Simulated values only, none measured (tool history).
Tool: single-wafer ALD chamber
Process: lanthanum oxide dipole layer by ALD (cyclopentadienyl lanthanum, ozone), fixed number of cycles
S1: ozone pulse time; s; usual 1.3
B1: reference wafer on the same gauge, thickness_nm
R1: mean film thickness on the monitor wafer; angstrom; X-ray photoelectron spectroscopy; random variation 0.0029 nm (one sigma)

| run | hour | S1 | B1 | R1 |
|---|---|---|---|---|
| 1 | 0 | 1.3 | 0.647 | 6.46 |
| 2 | 36.2 | 1.62 | 0.649 | 6.76 |
| 3 | 226.6 | 1.62 | 0.647 | 6.8 |
| 4 | 256.7 | 1.62 | 0.647 | 6.77 |
| 5 | 285 | 1.44 | 0.647 | 6.61 |
| 6 | 316.2 | 1.44 | 0.647 | 6.61 |
|  | 378.7 | showerhead replaced, of another model than before |
| 7 | 380.4 | 0.94 | 0.648 | 3.38 |
| 8 | 420.1 | 0.94 | 0.647 | 3.35 |
| 9 | 455.6 | 0.84 | 0.648 | 1.08 |
| 10 | 496.9 | 1.5 | 0.647 | 6.75 |
| 11 | 539 | 1.3 | 0.647 | 6.38 |
| 12 | 580.7 | 1.13 | 0.647 | 5.5 |
| 13 | 618.8 | 1.81 | 0.647 | 6.92 |
|  | 636.7 | thermocouple changed; heater temperature recalibrated |
| 14 | 685.3 | 1.43 | 0.647 | 6.65 |
| 15 | 736 | 1.3 | 0.646 | 6.33 |
| 16 | 766.3 | 1.06 | 0.648 | 4.84 |
|  | 792.8 | gauge calibrated |
| 17 | 832.9 | 1.04 | 0.648 | 4.61 |
| 18 | 859.7 | 1.66 | 0.647 | 6.91 |
| 19 | 903.4 | 0.83 | 0.647 | 0.73 |
| 20 | 971.3 | 1.3 | 0.648 | 6.22 |
| 21 | 1030.4 | 1.62 | 0.646 | 6.81 |
| 22 | 1057.7 | 1.3 | 0.647 | 6.21 |
| 23 | 1099.4 | 1.12 | 0.646 | 5.25 |
| 24 | 1153 | 1.6 | 0.648 | 6.84 |
|  | 1161.2 | ozone generator serviced |
| 25 | 1203.3 | 1.54 | 0.648 | 6.83 |
| 26 | 1235.8 | 1.3 | 0.647 | 6.51 |
| 27 | 1353.6 | 1.44 | 0.647 | 6.71 |
| 28 | 1385.2 | 1.02 | 0.647 | 4.71 |
| 29 | 1456.5 | 1.08 | 0.648 | 5.35 |
| 30 | 1499.6 | 1.8 | 0.647 | 6.95 |

Run 31 comes next. What will it give?
| 31 | 1526.4 | 1.01 | ? | ? |

{"run 31": {"B1": 0.646, "R1": 4.59}}
Without the tool's hidden state the same run would have given R1 4.63 angstrom.
